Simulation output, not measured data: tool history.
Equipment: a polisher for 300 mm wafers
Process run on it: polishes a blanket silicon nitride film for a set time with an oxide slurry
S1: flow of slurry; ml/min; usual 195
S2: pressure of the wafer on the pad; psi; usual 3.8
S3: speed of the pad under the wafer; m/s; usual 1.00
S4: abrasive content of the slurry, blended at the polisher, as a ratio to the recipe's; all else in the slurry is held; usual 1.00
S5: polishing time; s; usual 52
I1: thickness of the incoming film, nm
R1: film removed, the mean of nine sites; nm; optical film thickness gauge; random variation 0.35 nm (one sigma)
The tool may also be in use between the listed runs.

run,hour,S1,S2,S3,S4,S5,I1,R1
1,0.0,195,4.4,1.18,1.00,52,567.1,44.6
# hour 29.6: slurry blender recalibrated
2,57.0,195,4.4,1.18,1.00,52,572.0,44.2
3,93.8,195,3.8,1.00,1.15,52,578.8,36.4
# hour 139.7: worn pad replaced by a new one
4,152.9,195,3.8,1.00,1.15,52,571.4,36.0
# hour 186.2: slurry nozzle cleaned
5,227.3,195,4.1,1.00,1.00,52,575.3,39.2
# hour 296.5: worn pad replaced by a new one
6,423.1,195,4.1,1.00,1.00,52,570.7,38.3
# hour 446.1: worn pad replaced by a new one
# hour 453.2: slurry blender recalibrated
# hour 454.8: conditioning disc replaced and pad reconditioned
7,467.3,195,4.1,1.00,1.00,52,564.9,38.8
8,492.5,195,3.8,0.72,1.00,68,579.2,38.4
# hour 532.7: head pressure recalibrated
9,563.2,230,5.0,1.00,1.00,52,564.3,46.2
# hour 623.2: worn pad replaced by a new one
10,624.7,195,4.4,1.36,0.75,35,566.3,27.5
# hour 655.5: slurry nozzle cleaned
11,692.1,140,3.8,0.72,1.00,52,570.0,29.0
12,743.2,195,3.8,1.00,1.00,52,557.9,36.2
# hour 774.7: worn pad replaced by a new one
13,808.6,195,3.8,1.00,1.25,52,568.9,40.0
# hour 865.0: slurry blender recalibrated
14,866.4,195,3.8,1.00,1.00,52,558.9,36.0

What was the tool's hidden state at every run in the log?
removal rate lost through wear of the pad, %: 0, the same for each run
deviation of the head's pressure from its setpoint, %: 0, the same for each run
abrasive missing from the slurry, %: 0, the same for each run
time polished since the conditioner stopped cutting, s: 0, the same for each run
H1: slurry flow missing at the pad, %
run,H1
1,32
2,36.9
3,40
4,45.1
5,8.25
6,25.1
7,28.9
8,31
9,37.1
10,42.4
11,10.6
12,15
13,20.6
14,25.5

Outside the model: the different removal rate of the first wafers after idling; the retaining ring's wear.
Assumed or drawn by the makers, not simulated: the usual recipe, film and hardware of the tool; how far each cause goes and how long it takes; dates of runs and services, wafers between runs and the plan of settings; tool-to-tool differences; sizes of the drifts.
